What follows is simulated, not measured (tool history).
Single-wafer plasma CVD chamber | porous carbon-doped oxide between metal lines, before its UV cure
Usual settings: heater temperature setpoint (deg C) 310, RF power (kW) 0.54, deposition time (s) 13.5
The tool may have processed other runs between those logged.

| run | hour | heater temperature setpoint (deg C) | RF power (kW) | deposition time (s) | wafers since the last listed run | hours since the last thermocouple change | hours since the last RF generator calibration | hours since the showerhead was replaced | hours since the gauge calibration | read-back reference wafer on the same gauge, thickness_nm | mean film thickness on the monitor wafer (angstrom) |
|---|---|---|---|---|---|---|---|---|---|---|---|
| 1 | 0 | 310 | 0.54 | 13.5 | 0 | 1169.7 | 1071.5 | 3042.3 | 97.7 | 80.396 | 715.59 |
| 2 | 10.9 | 310 | 0.54 | 13.5 | 464 | 1180.6 | 1082.4 | 3053.2 | 108.6 | 80.398 | 716.2 |
| 3 | 19.2 | 310 | 0.54 | 13.5 | 353 | 1188.9 | 1090.7 | 3061.5 | 116.9 | 80.391 | 715.22 |
| 4 | 28.6 | 310 | 0.54 | 13.5 | 400 | 1198.3 | 1100.1 | 3070.9 | 126.3 | 80.407 | 714.23 |
| 5 | 45.9 | 310 | 0.54 | 13.5 | 736 | 1215.6 | 1117.4 | 3088.2 | 143.6 | 80.399 | 712.23 |
| 6 | 62.7 | 310 | 0.54 | 13.5 | 715 | 1232.4 | 1134.2 | 3105 | 160.4 | 80.418 | 709.84 |
| 7 | 79.7 | 310 | 0.54 | 13.5 | 724 | 1249.4 | 1151.2 | 3122 | 177.4 | 80.401 | 708.94 |
| 8 | 88.6 | 310 | 0.54 | 13.5 | 379 | 1258.3 | 1160.1 | 3130.9 | 186.3 | 80.399 | 707.96 |
| 9 | 96.9 | 298 | 0.54 | 12.1 | 353 | 1266.6 | 1168.4 | 3139.2 | 194.6 | 80.381 | 682.96 |
| 10 | 109.2 | 298 | 0.54 | 12.1 | 523 | 1278.9 | 1180.7 | 3151.5 | 206.9 | 80.435 | 682.24 |
|  | 110.2 | gauge calibrated |
|  | 130.5 | RF generator calibrated |
|  | 131.6 | showerhead replaced |
| 11 | 132.1 | 296 | 0.595 | 14.6 | 590 | 1301.8 | 1.6 | 0.5 | 21.9 | 80.378 | 971.34 |
| 12 | 136.5 | 310 | 0.54 | 15.2 | 187 | 1306.2 | 6 | 4.9 | 26.3 | 80.397 | 850.41 |
|  | 152.8 | thermocouple changed; heater temperature recalibrated |
| 13 | 153.3 | 316 | 0.58 | 11.1 | 374 | 0.5 | 22.8 | 21.7 | 43.1 | 80.402 | 659.48 |
| 14 | 159.1 | 310 | 0.57 | 15.3 | 247 | 6.3 | 28.6 | 27.5 | 48.9 | 80.404 | 916.88 |
| 15 | 175.7 | 310 | 0.54 | 13.5 | 707 | 22.9 | 45.2 | 44.1 | 65.5 | 80.365 | 776.05 |
| 16 | 184.2 | 310 | 0.54 | 13.5 | 362 | 31.4 | 53.7 | 52.6 | 74 | 80.401 | 774.61 |
| 17 | 196.1 | 300 | 0.54 | 11.7 | 506 | 43.3 | 65.6 | 64.5 | 85.9 | 80.385 | 718.61 |
| 18 | 208 | 319 | 0.495 | 11.6 | 506 | 55.2 | 77.5 | 76.4 | 97.8 | 80.392 | 587.18 |
| 19 | 225.3 | 324 | 0.6 | 14.8 | 736 | 72.5 | 94.8 | 93.7 | 115.1 | 80.421 | 853.89 |
| 20 | 241.1 | 310 | 0.54 | 13.5 | 672 | 88.3 | 110.6 | 109.5 | 130.9 | 80.407 | 775.26 |
| 21 | 249.1 | 310 | 0.54 | 13.5 | 340 | 96.3 | 118.6 | 117.5 | 138.9 | 80.391 | 773.45 |

What if the next run were any one of these 4? Each begins from the tool's condition after run 21:
| A | 249.5 | 310 | 0.54 | 13.5 | 17 | 96.7 | 119 | 117.9 | 139.3 | ? | ? |
| B | 249.5 | 310 | 0.54 | 15.6 | 17 | 96.7 | 119 | 117.9 | 139.3 | ? | ? |
| C | 249.5 | 323 | 0.54 | 13.5 | 17 | 96.7 | 119 | 117.9 | 139.3 | ? | ? |
| D | 249.5 | 324 | 0.46 | 11.3 | 17 | 96.7 | 119 | 117.9 | 139.3 | ? | ? |

| run | read-back reference wafer on the same gauge, thickness_nm | mean film thickness on the monitor wafer (angstrom) |
|---|---|---|
| A | 80.39 | 775.68 |
| B | 80.39 | 891.74 |
| C | 80.39 | 719.25 |
| D | 80.39 | 516.28 |
With no hidden state in the tool, these same runs would have given:
| run | mean film thickness on the monitor wafer (angstrom) |
|---|---|
| A | 782.71 |
| B | 899.82 |
| C | 725.55 |
| D | 521.22 |

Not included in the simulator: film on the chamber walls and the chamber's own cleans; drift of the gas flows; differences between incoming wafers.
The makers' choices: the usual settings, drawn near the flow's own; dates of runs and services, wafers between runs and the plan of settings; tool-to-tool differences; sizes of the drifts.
